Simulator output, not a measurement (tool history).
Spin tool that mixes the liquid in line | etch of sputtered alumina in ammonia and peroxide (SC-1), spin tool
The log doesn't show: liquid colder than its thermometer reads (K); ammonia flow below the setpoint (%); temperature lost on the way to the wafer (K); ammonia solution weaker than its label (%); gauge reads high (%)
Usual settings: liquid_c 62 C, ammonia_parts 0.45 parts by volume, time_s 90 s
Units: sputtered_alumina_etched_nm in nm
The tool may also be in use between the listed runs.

| run | hour | liquid_c | ammonia_parts | time_s | wafers since the last listed run | hours since the thermometer was replaced | hours since the ammonia flow meter was replaced | hours since the heated supply line was repaired | hours since the drum of ammonia solution was connected | hours since the gauge calibration | read-back film thickness of the sputtered alumina reference wafer, read on the same gauge (nm) | sputtered_alumina_etched_nm |
|---|---|---|---|---|---|---|---|---|---|---|---|---|
| 1 | 0 | 62 | 0.45 | 90 | 0 | 901.9 | 236.7 | 1940.7 | 54.3 | 1135.6 | 150 | 11.56 |
|  | 62.3 | gauge calibrated |
| 2 | 70 | 62 | 0.45 | 90 | 697 | 971.9 | 306.7 | 2010.7 | 124.3 | 7.7 | 150.01 | 11.57 |
| 3 | 100.5 | 62 | 0.35 | 90 | 303 | 1002.4 | 337.2 | 2041.2 | 154.8 | 38.2 | 150.04 | 11.3 |
| 4 | 128.2 | 62 | 0.35 | 90 | 276 | 1030.1 | 364.9 | 2068.9 | 182.5 | 65.9 | 149.98 | 11.2 |
|  | 151.7 | thermometer replaced |
| 5 | 158.3 | 69 | 0.45 | 90 | 290 | 6.6 | 395 | 2099 | 212.6 | 96 | 150.01 | 16.21 |
|  | 211.5 | ammonia flow meter replaced |
| 6 | 229.5 | 69 | 0.45 | 90 | 699 | 77.8 | 18 | 2170.2 | 283.8 | 167.2 | 150 | 16.25 |
| 7 | 297.2 | 62 | 0.45 | 115 | 674 | 145.5 | 85.7 | 2237.9 | 351.5 | 234.9 | 150.01 | 14.54 |
| 8 | 328.4 | 62 | 0.55 | 45 | 310 | 176.7 | 116.9 | 2269.1 | 382.7 | 266.1 | 150.02 | 5.84 |
|  | 336.3 | new drum of ammonia solution connected |
| 9 | 353.6 | 62 | 0.45 | 90 | 241 | 201.9 | 142.1 | 2294.3 | 17.3 | 291.3 | 150.02 | 11.41 |
| 10 | 422.1 | 62 | 0.45 | 90 | 682 | 270.4 | 210.6 | 2362.8 | 85.8 | 359.8 | 149.98 | 11.38 |
| 11 | 485.9 | 68 | 0.45 | 115 | 635 | 334.2 | 274.4 | 2426.6 | 149.6 | 423.6 | 150.02 | 19.78 |
|  | 516.6 | heated supply line repaired |
| 12 | 545.7 | 62 | 0.45 | 90 | 586 | 394 | 334.2 | 29.1 | 209.4 | 483.4 | 149.99 | 12.42 |
| 13 | 616.6 | 64.5 | 0.45 | 90 | 706 | 464.9 | 405.1 | 100 | 280.3 | 554.3 | 150.01 | 14.08 |
| 14 | 640.6 | 70 | 0.45 | 90 | 239 | 488.9 | 429.1 | 124 | 304.3 | 578.3 | 150.04 | 18.38 |
|  | 662.9 | ammonia flow meter replaced |
| 15 | 666 | 54.5 | 0.3 | 90 | 243 | 514.3 | 3.1 | 149.4 | 329.7 | 603.7 | 150 | 8.1 |
| 16 | 695.1 | 62 | 0.45 | 90 | 290 | 543.4 | 32.2 | 178.5 | 358.8 | 632.8 | 150 | 12.24 |
| 17 | 738.2 | 65.5 | 0.45 | 45 | 429 | 586.5 | 75.3 | 221.6 | 401.9 | 675.9 | 149.99 | 7.33 |
|  | 760.5 | new drum of ammonia solution connected |
| 18 | 789.1 | 68.5 | 0.45 | 90 | 497 | 637.4 | 126.2 | 272.5 | 28.6 | 726.8 | 149.98 | 17 |
| 19 | 816.7 | 70 | 0.45 | 120 | 275 | 665 | 153.8 | 300.1 | 56.2 | 754.4 | 150.01 | 24.42 |
| 20 | 877.9 | 62 | 0.45 | 60 | 609 | 726.2 | 215 | 361.3 | 117.4 | 815.6 | 149.99 | 8.17 |
| 21 | 940 | 62 | 0.45 | 90 | 618 | 788.3 | 277.1 | 423.4 | 179.5 | 877.7 | 149.97 | 12.32 |
| 22 | 988.9 | 55.5 | 0.6 | 110 | 487 | 837.2 | 326 | 472.3 | 228.4 | 926.6 | 149.99 | 10.94 |
| 23 | 1055.9 | 62 | 0.55 | 90 | 667 | 904.2 | 393 | 539.3 | 295.4 | 993.6 | 149.99 | 12.44 |
| 24 | 1089.9 | 69.5 | 0.45 | 90 | 338 | 938.2 | 427 | 573.3 | 329.4 | 1027.6 | 149.97 | 17.7 |

Forecast each of these 4 alternatives for the next run:
| A | 1090.3 | 62 | 0.45 | 130 | 3 | 938.6 | 427.4 | 573.7 | 329.8 | 1028 | ? | ? |
| B | 1090.3 | 67 | 0.45 | 90 | 3 | 938.6 | 427.4 | 573.7 | 329.8 | 1028 | ? | ? |
| C | 1090.3 | 69 | 0.25 | 115 | 3 | 938.6 | 427.4 | 573.7 | 329.8 | 1028 | ? | ? |
| D | 1090.3 | 59 | 0.6 | 75 | 3 | 938.6 | 427.4 | 573.7 | 329.8 | 1028 | ? | ? |

| run | read-back film thickness of the sputtered alumina reference wafer, read on the same gauge (nm) | sputtered_alumina_etched_nm |
|---|---|---|
| A | 150.01 | 17.64 |
| B | 150.01 | 15.67 |
| C | 150.01 | 20.89 |
| D | 150.01 | 8.97 |
Without the tool's hidden state the same runs would have given:
| run | sputtered_alumina_etched_nm |
|---|---|
| A | 17.98 |
| B | 15.97 |
| C | 21.28 |
| D | 9.14 |
